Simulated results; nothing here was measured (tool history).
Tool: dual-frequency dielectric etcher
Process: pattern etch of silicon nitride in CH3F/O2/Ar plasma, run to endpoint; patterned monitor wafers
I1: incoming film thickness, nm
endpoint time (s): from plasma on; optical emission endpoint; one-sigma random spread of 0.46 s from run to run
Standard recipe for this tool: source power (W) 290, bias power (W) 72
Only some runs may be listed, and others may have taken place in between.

{"run": 1, "hour": 0.0, "source power (W)": 290, "bias power (W)": 72, "I1": 56.3, "endpoint time (s)": 90.5}
{"run": 2, "hour": 26.1, "source power (W)": 290, "bias power (W)": 72, "I1": 56.3, "endpoint time (s)": 91.1}
{"run": 3, "hour": 45.9, "source power (W)": 340, "bias power (W)": 72, "I1": 57.1, "endpoint time (s)": 87.5}
{"run": 4, "hour": 73.3, "source power (W)": 290, "bias power (W)": 72, "I1": 56.8, "endpoint time (s)": 91.4}
{"run": 5, "hour": 108.9, "source power (W)": 290, "bias power (W)": 72, "I1": 56.7, "endpoint time (s)": 91.6}
{"run": 6, "hour": 144.5, "source power (W)": 290, "bias power (W)": 60, "I1": 56.8, "endpoint time (s)": 97.1}
{"run": 7, "hour": 169.1, "source power (W)": 290, "bias power (W)": 60, "I1": 56.8, "endpoint time (s)": 97.5}
{"run": 8, "hour": 202.6, "source power (W)": 250, "bias power (W)": 64, "I1": 57.2, "endpoint time (s)": 102}
{"run": 9, "hour": 221.6, "source power (W)": 250, "bias power (W)": 64, "I1": 56.8, "endpoint time (s)": 101}
{"run": 10, "hour": 246.1, "source power (W)": 250, "bias power (W)": 64, "I1": 56.7, "endpoint time (s)": 100.7}
{"hour": 278.8, "done": "wet clean of the chamber"}
{"run": 11, "hour": 279.3, "source power (W)": 290, "bias power (W)": 72, "I1": 57, "endpoint time (s)": 91.8}
{"run": 12, "hour": 290.7, "source power (W)": 290, "bias power (W)": 72, "I1": 57.2, "endpoint time (s)": 92.6}
{"run": 13, "hour": 353.3, "source power (W)": 290, "bias power (W)": 72, "I1": 56.1, "endpoint time (s)": 91.3}
{"run": 14, "hour": 374.4, "source power (W)": 290, "bias power (W)": 72, "I1": 56.8, "endpoint time (s)": 92.4}
{"run": 15, "hour": 408.1, "source power (W)": 290, "bias power (W)": 72, "I1": 56.9, "endpoint time (s)": 91.5}
{"run": 16, "hour": 428.5, "source power (W)": 240, "bias power (W)": 72, "I1": 57.4, "endpoint time (s)": 99.9}
{"run": 17, "hour": 457.3, "source power (W)": 290, "bias power (W)": 72, "I1": 56.4, "endpoint time (s)": 91.5}
{"run": 18, "hour": 493.3, "source power (W)": 290, "bias power (W)": 72, "I1": 57.1, "endpoint time (s)": 91.5}
{"run": 19, "hour": 509.6, "source power (W)": 350, "bias power (W)": 82, "I1": 56.8, "endpoint time (s)": 81.2}
{"run": 20, "hour": 545.2, "source power (W)": 330, "bias power (W)": 72, "I1": 56.8, "endpoint time (s)": 87.5}
{"run": 21, "hour": 557.6, "source power (W)": 270, "bias power (W)": 55, "I1": 56.7, "endpoint time (s)": 102}
{"run": 22, "hour": 573.5, "source power (W)": 270, "bias power (W)": 86, "I1": 57, "endpoint time (s)": 88.1}
{"run": 23, "hour": 594.5, "source power (W)": 360, "bias power (W)": 57, "I1": 57.3, "endpoint time (s)": 92.9}
{"hour": 608.2, "done": "source power generator calibrated"}
{"run": 24, "hour": 608.7, "source power (W)": 290, "bias power (W)": 72, "I1": 56.9, "endpoint time (s)": 92.6}
{"run": 25, "hour": 623.3, "source power (W)": 220, "bias power (W)": 64, "I1": 57.2, "endpoint time (s)": 106.7}
{"run": 26, "hour": 637.1, "source power (W)": 350, "bias power (W)": 63, "I1": 56.4, "endpoint time (s)": 88.8}
{"hour": 665.4, "done": "bias power generator calibrated"}
{"hour": 673.6, "done": "wet clean of the chamber"}
{"run": 27, "hour": 674.1, "source power (W)": 320, "bias power (W)": 78, "I1": 56.5, "endpoint time (s)": 85.5}
{"run": 28, "hour": 692.5, "source power (W)": 250, "bias power (W)": 82, "I1": 57.2, "endpoint time (s)": 92.7}
{"hour": 719.2, "done": "upper electrode replaced"}
{"run": 29, "hour": 719.7, "source power (W)": 310, "bias power (W)": 88, "I1": 56.7, "endpoint time (s)": 83.5}
{"run": 30, "hour": 736.8, "source power (W)": 240, "bias power (W)": 89, "I1": 56.9, "endpoint time (s)": 90.6}
{"run": 31, "hour": 770.6, "source power (W)": 320, "bias power (W)": 81, "I1": 56.7, "endpoint time (s)": 84.8}
{"run": 32, "hour": 785.1, "source power (W)": 290, "bias power (W)": 72, "I1": 56.7, "endpoint time (s)": 91.8}
{"run": 33, "hour": 817.2, "source power (W)": 270, "bias power (W)": 72, "I1": 56.3, "endpoint time (s)": 93.5}
{"run": 34, "hour": 908.3, "source power (W)": 330, "bias power (W)": 89, "I1": 57.1, "endpoint time (s)": 82.1}

Alternative continuations, all from the tool just after run 34; predict every row:
{"run": "A", "hour": 908.7, "source power (W)": 310, "bias power (W)": 72, "I1": 56.6, "endpoint time (s)": "?"}
{"run": "B", "hour": 908.7, "source power (W)": 290, "bias power (W)": 64, "I1": 56.6, "endpoint time (s)": "?"}
{"run": "C", "hour": 908.7, "source power (W)": 290, "bias power (W)": 54, "I1": 56.6, "endpoint time (s)": "?"}

run=A endpoint_time_(s)=89
run=B endpoint_time_(s)=95
run=C endpoint_time_(s)=100.6
Had the tool no hidden state, the same runs would have come out as:
run=A endpoint_time_(s)=89
run=B endpoint_time_(s)=95
run=C endpoint_time_(s)=100.6
